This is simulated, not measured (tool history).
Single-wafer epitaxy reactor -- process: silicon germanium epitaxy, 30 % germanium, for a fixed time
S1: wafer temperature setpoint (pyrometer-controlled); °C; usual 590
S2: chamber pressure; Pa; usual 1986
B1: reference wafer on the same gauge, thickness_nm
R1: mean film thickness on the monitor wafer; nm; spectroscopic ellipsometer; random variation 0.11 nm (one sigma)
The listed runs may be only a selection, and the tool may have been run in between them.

{"run": 1, "hour": 0.0, "S1": 590, "S2": 1986, "B1": 47.711, "R1": 48.324}
{"run": 2, "hour": 55.5, "S1": 586, "S2": 1733, "B1": 47.698, "R1": 42.643}
{"run": 3, "hour": 102.2, "S1": 586, "S2": 1733, "B1": 47.69, "R1": 42.744}
{"run": 4, "hour": 138.7, "S1": 590, "S2": 2146, "B1": 47.731, "R1": 50.179}
{"run": 5, "hour": 166.8, "S1": 590, "S2": 1986, "B1": 47.73, "R1": 49.019}
{"run": 6, "hour": 209.7, "S1": 590, "S2": 1986, "B1": 47.705, "R1": 49.263}
{"hour": 273.8, "done": "pyrometer calibrated"}
{"run": 7, "hour": 274.3, "S1": 600, "S2": 1986, "B1": 47.714, "R1": 56.588}
{"run": 8, "hour": 309.5, "S1": 600, "S2": 1986, "B1": 47.706, "R1": 56.503}
{"hour": 352.9, "done": "showerhead replaced"}
{"run": 9, "hour": 364.3, "S1": 603, "S2": 1840, "B1": 47.692, "R1": 58.584}
{"run": 10, "hour": 394.4, "S1": 579, "S2": 1853, "B1": 47.711, "R1": 35.269}
{"hour": 435.8, "done": "gauge calibrated"}
{"run": 11, "hour": 436.5, "S1": 603, "S2": 1813, "B1": 47.689, "R1": 58.492}
{"run": 12, "hour": 474.0, "S1": 586, "S2": 1733, "B1": 47.683, "R1": 40.22}
{"hour": 511.9, "done": "capacitance manometer re-zeroed and calibrated"}
{"run": 13, "hour": 519.3, "S1": 590, "S2": 1653, "B1": 47.698, "R1": 42.077}

Forecast run 14:
{"run": 14, "hour": 554.0, "S1": 590, "S2": 1986, "B1": "?", "R1": "?"}

B1: 47.712
R1: 44.865 nm
If the tool had no hidden condition, the same run with the same run-to-run variation would have returned R1 44.646 nm.
